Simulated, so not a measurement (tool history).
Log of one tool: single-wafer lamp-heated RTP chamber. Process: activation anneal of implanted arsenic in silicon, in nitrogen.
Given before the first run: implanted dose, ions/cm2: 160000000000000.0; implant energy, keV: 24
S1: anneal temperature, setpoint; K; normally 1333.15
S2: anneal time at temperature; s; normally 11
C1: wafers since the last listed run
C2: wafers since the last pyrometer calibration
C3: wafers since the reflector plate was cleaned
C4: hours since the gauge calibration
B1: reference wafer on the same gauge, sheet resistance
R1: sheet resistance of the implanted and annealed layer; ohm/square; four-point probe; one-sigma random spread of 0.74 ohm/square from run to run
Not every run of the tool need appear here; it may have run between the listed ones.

| run | hour | S1 | S2 | C1 | C2 | C3 | C4 | B1 | R1 |
|---|---|---|---|---|---|---|---|---|---|
| 1 | 0 | 1355.15 | 11 | 0 | 3894 | 9169 | 648.9 | 508.91 | 491.47 |
|  | 82.4 | pyrometer window cleaned and pyrometer calibrated |
| 2 | 94.2 | 1355.15 | 11 | 1955 | 268 | 11124 | 743.1 | 509.07 | 490.42 |
|  | 109.7 | reflector plate cleaned |
| 3 | 192.5 | 1355.15 | 11 | 2048 | 2317 | 1878 | 841.4 | 508.82 | 491.78 |
|  | 288.3 | pyrometer window cleaned and pyrometer calibrated |
| 4 | 294.9 | 1333.15 | 11 | 2142 | 150 | 4020 | 943.8 | 508.96 | 494.91 |
|  | 356.7 | gauge calibrated |
| 5 | 366 | 1333.15 | 11 | 1613 | 1763 | 5634 | 9.3 | 509.13 | 493 |
| 6 | 465 | 1333.15 | 11 | 2246 | 4009 | 7880 | 108.3 | 508.9 | 494.79 |
|  | 519 | pyrometer window cleaned and pyrometer calibrated |
| 7 | 541.3 | 1333.15 | 11 | 1549 | 505 | 9430 | 184.6 | 509.17 | 494.24 |

Forecast run 8:
| 8 | 620.5 | 1304.15 | 11 | 1797 | 2302 | 11227 | 263.8 | ? | ? |

B1: 508.96
R1: 496.83 ohm/square
With the hidden condition absent and the run-to-run variation left alone, this run would have shown R1 496.83 ohm/square.
